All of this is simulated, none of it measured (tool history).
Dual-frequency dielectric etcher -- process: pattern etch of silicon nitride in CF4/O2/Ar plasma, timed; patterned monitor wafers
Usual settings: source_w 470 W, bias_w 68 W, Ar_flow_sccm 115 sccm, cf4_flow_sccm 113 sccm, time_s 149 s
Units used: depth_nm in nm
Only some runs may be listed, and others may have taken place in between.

run	day	source_w	bias_w	Ar_flow_sccm	cf4_flow_sccm	time_s	wafers since the last listed run	hours since the last wet clean	hours since the last source power generator calibration	hours since the last bias power generator calibration	hours since the last Ar flow controller change	hours since the last CF4 flow controller change	hours since the last upper electrode change	hours since the gauge calibration	read-back reference wafer on the same gauge, depth_nm	depth_nm
1	0	470	68	115	113	149	0	346.9	4107.8	2317	5968.1	5942.2	2836.9	171.8	280.9	280.2
2	0.288	470	68	115	113	149	64	353.8	4114.7	2323.9	5975	5949.1	2843.8	178.7	280.9	280.5
3	0.633	470	68	115	113	149	78	362.1	4123	2332.2	5983.3	5957.4	2852.1	187	280.9	278.7
4	1.629	470	68	115	113	149	224	386	4146.9	2356.1	6007.2	5981.3	2876	210.9	281.1	280.3
5	2.062	470	81	115	113	149	97	396.4	4157.3	2366.5	6017.6	5991.7	2886.4	221.3	280.9	309.4
6	2.483	470	81	115	113	149	94	406.5	4167.4	2376.6	6027.7	6001.8	2896.5	231.4	281.1	307.7
7	3.017	470	81	115	113	149	120	419.3	4180.2	2389.4	6040.5	6014.6	2909.3	244.2	281	309.6
# day 3.104: gauge calibrated
8	3.279	470	68	115	113	149	59	425.6	4186.5	2395.7	6046.8	6020.9	2915.6	4.2	281	278.6
9	3.858	440	68	132	113	149	130	439.5	4200.4	2409.6	6060.7	6034.8	2929.5	18.1	281	256.5
# day 5.208: Ar flow controller replaced
# day 5.217: wet clean of the chamber
10	5.238	440	68	132	113	149	252	0.5	4233.5	2442.7	0.7	6067.9	2962.6	51.2	280.9	275.9
11	5.254	470	68	115	113	149	3	0.9	4233.9	2443.1	1.1	6068.3	2963	51.6	281	300.5
12	5.383	470	68	115	113	149	29	4	4237	2446.2	4.2	6071.4	2966.1	54.7	281.1	299.4
# day 6.229: CF4 flow controller replaced
# day 6.292: source power generator calibrated
# day 6.867: wet clean of the chamber, repeated, since the last time left the tool worse
13	6.888	570	56	115	101	188.5	138	0.5	14.3	2482.3	40.3	15.8	3002.2	90.8	281	384.8
14	6.904	470	68	115	113	149	3	0.9	14.7	2482.7	40.7	16.2	3002.6	91.2	280.9	286.1
# day 8.038: upper electrode replaced
15	8.058	470	68	93	127	149	34	28.6	42.4	2510.4	68.4	43.9	0.5	118.9	280.9	294.2
16	8.075	370	82	115	113	149	3	29	42.8	2510.8	68.8	44.3	0.9	119.3	281	245.7
17	8.162	470	85	115	139	129.5	19	31.1	44.9	2512.9	70.9	46.4	3	121.4	281.2	287.8
# day 8.412: bias power generator calibrated
18	8.65	570	78	142	124	149	72	42.8	56.6	5.7	82.6	58.1	14.7	133.1	281	372.4
19	9.233	370	53	98	87	149	131	56.8	70.6	19.7	96.6	72.1	28.7	147.1	281	187
20	9.979	470	68	128	138	149	168	74.7	88.5	37.6	114.5	90	46.6	165	281	286.4
21	10.608	470	84	124	113	180.5	141	89.8	103.6	52.7	129.6	105.1	61.7	180.1	281	386.1
22	11.221	470	68	115	113	149	138	104.5	118.3	67.4	144.3	119.8	76.4	194.8	281.1	283.6

Alternative continuations, all from the tool just after run 22; predict every row:
A	11.242	470	68	115	99	149	4	105	118.8	67.9	144.8	120.3	76.9	195.3	?	?
B	11.242	420	63	123	87	149	4	105	118.8	67.9	144.8	120.3	76.9	195.3	?	?
C	11.242	470	72	115	128	149	4	105	118.8	67.9	144.8	120.3	76.9	195.3	?	?

run	read-back reference wafer on the same gauge, depth_nm	depth_nm
A	281	281.1
B	281	233.1
C	281	298.4
Without the tool's hidden state the same runs would have given:
run	depth_nm
A	283.2
B	234.9
C	300.6
